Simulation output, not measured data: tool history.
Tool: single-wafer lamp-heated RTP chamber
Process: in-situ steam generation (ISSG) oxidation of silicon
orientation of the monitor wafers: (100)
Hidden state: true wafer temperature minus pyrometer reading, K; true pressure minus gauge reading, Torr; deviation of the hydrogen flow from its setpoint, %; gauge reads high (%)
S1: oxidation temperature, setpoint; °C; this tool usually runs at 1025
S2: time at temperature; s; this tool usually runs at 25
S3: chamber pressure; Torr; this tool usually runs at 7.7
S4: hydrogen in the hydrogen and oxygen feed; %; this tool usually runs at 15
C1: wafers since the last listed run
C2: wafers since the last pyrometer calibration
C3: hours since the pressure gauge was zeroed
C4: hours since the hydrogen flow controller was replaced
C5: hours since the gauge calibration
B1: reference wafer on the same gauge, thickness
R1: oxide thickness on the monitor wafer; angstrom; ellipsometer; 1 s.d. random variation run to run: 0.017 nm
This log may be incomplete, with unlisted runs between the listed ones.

| run | hour | S1 | S2 | S3 | S4 | C1 | C2 | C3 | C4 | C5 | B1 | R1 |
|---|---|---|---|---|---|---|---|---|---|---|---|---|
| 1 | 0.0 | 1025 | 25 | 7.7 | 15 | 0 | 511 | 3193.8 | 3170.9 | 74.9 | 6.001 | 68.85 |
| 2 | 9.4 | 1025 | 25 | 7.7 | 15 | 91 | 602 | 3203.2 | 3180.3 | 84.3 | 6.000 | 68.65 |
| 3 | 26.5 | 1025 | 25 | 7.7 | 15 | 165 | 768 | 3220.3 | 3197.4 | 101.4 | 6.000 | 69.44 |
| 4 | 44.4 | 1025 | 25 | 7.7 | 15 | 173 | 942 | 3238.2 | 3215.3 | 119.3 | 6.000 | 69.32 |
| 5 | 52.5 | 1025 | 25 | 7.7 | 15 | 78 | 1020 | 3246.3 | 3223.4 | 127.4 | 5.999 | 69.05 |
| 6 | 67.3 | 1025 | 25 | 7.7 | 15 | 143 | 1164 | 3261.1 | 3238.2 | 142.2 | 6.000 | 69.23 |
| 7 | 74.8 | 1025 | 25 | 7.7 | 15 | 72 | 1237 | 3268.6 | 3245.7 | 149.7 | 6.003 | 69.53 |
| 8 | 88.5 | 1025 | 25 | 7.7 | 15 | 132 | 1370 | 3282.3 | 3259.4 | 163.4 | 6.001 | 69.60 |
| 9 | 103.3 | 1015 | 25 | 7.7 | 15 | 143 | 1513 | 3297.1 | 3274.2 | 178.2 | 5.999 | 66.30 |
|  | 115.8 | hydrogen flow controller replaced |
| 10 | 116.3 | 1015 | 25 | 7.7 | 15 | 48 | 1562 | 3310.1 | 0.5 | 191.2 | 5.997 | 66.38 |
| 11 | 127.3 | 1015 | 25 | 7.7 | 15 | 106 | 1669 | 3321.1 | 11.5 | 202.2 | 5.996 | 66.49 |
| 12 | 143.3 | 1012 | 25 | 7.7 | 15 | 155 | 1824 | 3337.1 | 27.5 | 218.2 | 6.001 | 65.61 |
| 13 | 155.9 | 1012 | 25 | 7.7 | 15 | 122 | 1946 | 3349.7 | 40.1 | 230.8 | 6.002 | 65.15 |
| 14 | 172.8 | 1012 | 25 | 7.7 | 15 | 164 | 2110 | 3366.6 | 57.0 | 247.7 | 6.001 | 65.77 |
| 15 | 185.7 | 1025 | 25 | 7.7 | 15 | 125 | 2235 | 3379.5 | 69.9 | 260.6 | 6.005 | 70.01 |
| 16 | 195.8 | 1025 | 25 | 7.7 | 15 | 98 | 2333 | 3389.6 | 80.0 | 270.7 | 5.990 | 69.77 |
|  | 212.4 | pyrometer window cleaned and pyrometer calibrated |
| 17 | 212.9 | 1018 | 33 | 6.9 | 11 | 88 | 4 | 3406.7 | 97.1 | 287.8 | 5.996 | 70.31 |
|  | 215.8 | gauge calibrated |
| 18 | 220.0 | 1025 | 21 | 8.5 | 23 | 68 | 73 | 3413.8 | 104.2 | 4.2 | 6.002 | 68.75 |
| 19 | 233.2 | 1025 | 30 | 6.9 | 15 | 128 | 201 | 3427.0 | 117.4 | 17.4 | 6.004 | 74.82 |
| 20 | 241.1 | 1025 | 21 | 6.9 | 15 | 76 | 278 | 3434.9 | 125.3 | 25.3 | 6.004 | 62.36 |
| 21 | 254.1 | 1045 | 25 | 9.2 | 15 | 126 | 404 | 3447.9 | 138.3 | 38.3 | 5.999 | 76.18 |
|  | 269.4 | pressure gauge zeroed |
| 22 | 271.2 | 1014 | 25 | 7.1 | 15 | 88 | 492 | 1.8 | 155.4 | 55.4 | 6.000 | 65.02 |
| 23 | 281.5 | 1025 | 35 | 8.3 | 15 | 99 | 592 | 12.1 | 165.7 | 65.7 | 6.005 | 82.78 |
| 24 | 294.4 | 1025 | 17 | 7.1 | 11 | 125 | 717 | 25.0 | 178.6 | 78.6 | 5.999 | 52.62 |
| 25 | 307.7 | 1045 | 25 | 6.9 | 15 | 129 | 846 | 38.3 | 191.9 | 91.9 | 6.002 | 77.13 |
| 26 | 318.9 | 1005 | 25 | 7.7 | 15 | 108 | 955 | 49.5 | 203.1 | 103.1 | 6.006 | 63.11 |
| 27 | 336.8 | 1025 | 25 | 7.7 | 15 | 173 | 1129 | 67.4 | 221.0 | 121.0 | 6.000 | 69.62 |
| 28 | 351.2 | 1032 | 25 | 7.7 | 15 | 139 | 1268 | 81.8 | 235.4 | 135.4 | 6.006 | 72.31 |
| 29 | 368.8 | 1031 | 35 | 7.3 | 21 | 170 | 1439 | 99.4 | 253.0 | 153.0 | 5.997 | 92.95 |

Below are 3 alternative next runs, each starting from the tool's condition after run 29. Predict each:
| A | 369.3 | 1025 | 28 | 7.7 | 15 | 4 | 1444 | 99.9 | 253.5 | 153.5 | ? | ? |
| B | 369.3 | 1025 | 25 | 8.8 | 22 | 4 | 1444 | 99.9 | 253.5 | 153.5 | ? | ? |
| C | 369.3 | 1037 | 25 | 7.7 | 15 | 4 | 1444 | 99.9 | 253.5 | 153.5 | ? | ? |

| run | B1 | R1 |
|---|---|---|
| A | 6.003 | 74.12 |
| B | 6.003 | 75.68 |
| C | 6.003 | 74.41 |
Had the tool no hidden state, the same runs would have come out as:
| run | R1 |
|---|---|
| A | 71.74 |
| B | 73.29 |
| C | 71.92 |
